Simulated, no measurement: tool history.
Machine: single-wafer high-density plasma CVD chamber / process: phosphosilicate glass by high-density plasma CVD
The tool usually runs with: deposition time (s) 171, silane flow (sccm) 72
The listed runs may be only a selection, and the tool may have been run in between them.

| run | day | deposition time (s) | silane flow (sccm) | read-back reference wafer on the same gauge, thickness_nm | mean film thickness on the monitor wafer (angstrom) |
|---|---|---|---|---|---|
| 1 | 0.000 | 152 | 78 | 1059.976 | 12671.66 |
| 2 | 2.500 | 152 | 78 | 1060.709 | 12625.91 |
| 3 | 3.771 | 152 | 78 | 1059.620 | 12697.23 |
| 4 | 6.267 | 171 | 72 | 1059.234 | 13113.07 |
| 5 | 8.879 | 171 | 72 | 1060.435 | 13241.16 |
| 6 | 10.583 | 171 | 72 | 1060.314 | 13238.90 |
| 7 | 11.754 | 171 | 72 | 1059.953 | 13284.60 |
| 8 | 14.208 | 171 | 72 | 1059.776 | 13245.90 |
| 9 | 16.871 | 171 | 72 | 1059.313 | 13365.23 |
| 10 | 18.279 | 171 | 72 | 1059.560 | 13343.65 |
|  | 20.450 | silane flow controller replaced |
| 11 | 21.200 | 171 | 72 | 1059.997 | 12468.40 |
| 12 | 22.892 | 171 | 72 | 1060.574 | 12541.06 |
| 13 | 24.371 | 171 | 72 | 1060.914 | 12496.40 |
| 14 | 26.979 | 171 | 72 | 1060.117 | 12519.72 |
|  | 28.575 | gauge calibrated |
| 15 | 29.896 | 171 | 72 | 1059.633 | 12567.83 |
| 16 | 32.550 | 171 | 72 | 1059.951 | 12516.66 |
| 17 | 34.371 | 160 | 72 | 1060.416 | 11681.45 |
| 18 | 37.008 | 140 | 72 | 1059.181 | 10275.48 |
| 19 | 38.221 | 197 | 81 | 1058.936 | 16173.59 |
| 20 | 40.858 | 190 | 83 | 1059.560 | 16097.17 |
| 21 | 42.667 | 171 | 77 | 1059.662 | 13428.34 |
| 22 | 43.733 | 154 | 86 | 1060.226 | 13571.75 |
| 23 | 45.700 | 171 | 72 | 1061.021 | 12560.39 |
| 24 | 46.738 | 155 | 58 | 1060.171 | 9140.72 |
| 25 | 48.475 | 161 | 78 | 1060.544 | 12818.99 |
| 26 | 50.204 | 156 | 79 | 1060.403 | 12545.84 |
| 27 | 52.292 | 196 | 82 | 1060.701 | 16465.16 |
| 28 | 55.154 | 171 | 72 | 1061.019 | 12581.98 |
| 29 | 56.496 | 148 | 78 | 1059.843 | 11782.47 |
| 30 | 57.792 | 205 | 61 | 1060.562 | 12805.37 |
| 31 | 60.538 | 171 | 72 | 1059.070 | 12653.75 |
| 32 | 62.071 | 171 | 84 | 1060.160 | 14758.85 |
| 33 | 64.038 | 171 | 80 | 1060.219 | 14073.53 |

Here are 3 independent what-if runs from the current tool condition. What would each one return?
| A | 64.054 | 171 | 72 | ? | ? |
| B | 64.054 | 182 | 84 | ? | ? |
| C | 64.054 | 199 | 65 | ? | ? |

| run | read-back reference wafer on the same gauge, thickness_nm | mean film thickness on the monitor wafer (angstrom) |
|---|---|---|
| A | 1059.626 | 12622.26 |
| B | 1059.626 | 15673.25 |
| C | 1059.626 | 13260.95 |
With the hidden condition removed and each run's random variation left untouched, the same runs would have given:
| run | mean film thickness on the monitor wafer (angstrom) |
|---|---|
| A | 12547.35 |
| B | 15580.24 |
| C | 13182.26 |
